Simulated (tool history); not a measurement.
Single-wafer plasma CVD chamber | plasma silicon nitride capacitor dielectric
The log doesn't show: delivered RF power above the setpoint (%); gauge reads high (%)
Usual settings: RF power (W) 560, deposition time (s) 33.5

run,hour,RF power (W),deposition time (s),wafers since the last listed run,hours since the last RF generator calibration,hours since the showerhead was replaced,hours since the gauge calibration,"read-back reference wafer on the same gauge, thickness_nm",mean film thickness on the monitor wafer (nm)
1,0,560,33.5,0,1075.6,6252.1,553,51.611,50.867
2,17.5,560,33.5,405,1093.1,6269.6,570.5,51.604,50.558
3,32,495,33.5,335,1107.6,6284.1,585,51.59,48.025
4,44.2,495,33.5,282,1119.8,6296.3,597.2,51.64,47.994
5,60.5,495,33.5,377,1136.1,6312.6,613.5,51.618,48.077
6,75,560,33.5,335,1150.6,6327.1,628,51.637,50.956
7,92.8,645,33.5,411,1168.4,6344.9,645.8,51.601,54.262
8,108,480,33.5,351,1183.6,6360.1,661,51.597,46.925
9,122.7,480,33.5,340,1198.3,6374.8,675.7,51.582,46.939
10,135.4,560,33.5,293,1211,6387.5,688.4,51.636,50.961
11,146.2,560,33.5,249,1221.8,6398.3,699.2,51.634,51.052
12,171.8,560,33.5,592,1247.4,6423.9,724.8,51.597,50.673
# hour 184.3: RF generator calibrated
# hour 188.6: showerhead replaced
13,189.1,560,33.5,116,4.8,0.5,742.1,51.509,52.394
14,195.2,600,32,141,10.9,6.6,748.2,51.615,51.557
# hour 197.9: gauge calibrated
15,211.5,600,32,377,27.2,22.9,13.6,51.646,51.747
16,246.9,600,32,819,62.6,58.3,49,51.592,51.458
17,256.8,505,37.9,229,72.5,68.2,58.9,51.62,56.466
18,269.2,505,37.9,287,84.9,80.6,71.3,51.647,56.139
19,278.2,560,32,208,93.9,89.6,80.3,51.623,49.851
20,289,560,29.9,249,104.7,100.4,91.1,51.572,46.686
21,298.2,560,33.5,212,113.9,109.6,100.3,51.706,52.321
22,305.5,470,33.5,168,121.2,116.9,107.6,51.528,47.904
23,330.3,525,37.8,574,146,141.7,132.4,51.642,57.193
24,340.3,560,33.5,231,156,151.7,142.4,51.52,52.472
25,357.4,560,33.5,395,173.1,168.8,159.5,51.657,52.029
26,366.5,655,36.1,210,182.2,177.9,168.6,51.597,60.278
27,381.3,450,27.3,342,197,192.7,183.4,51.607,38.193
28,391.6,505,36.3,238,207.3,203,193.7,51.662,53.587

Forecast run 29:
29,400.4,610,37.1,203,216.1,211.8,202.5,?,?

read-back reference wafer on the same gauge, thickness_nm: 51.533
mean film thickness on the monitor wafer (nm): 60.513
Without the tool's hidden state the same run would have given mean film thickness on the monitor wafer (nm) 61.208.
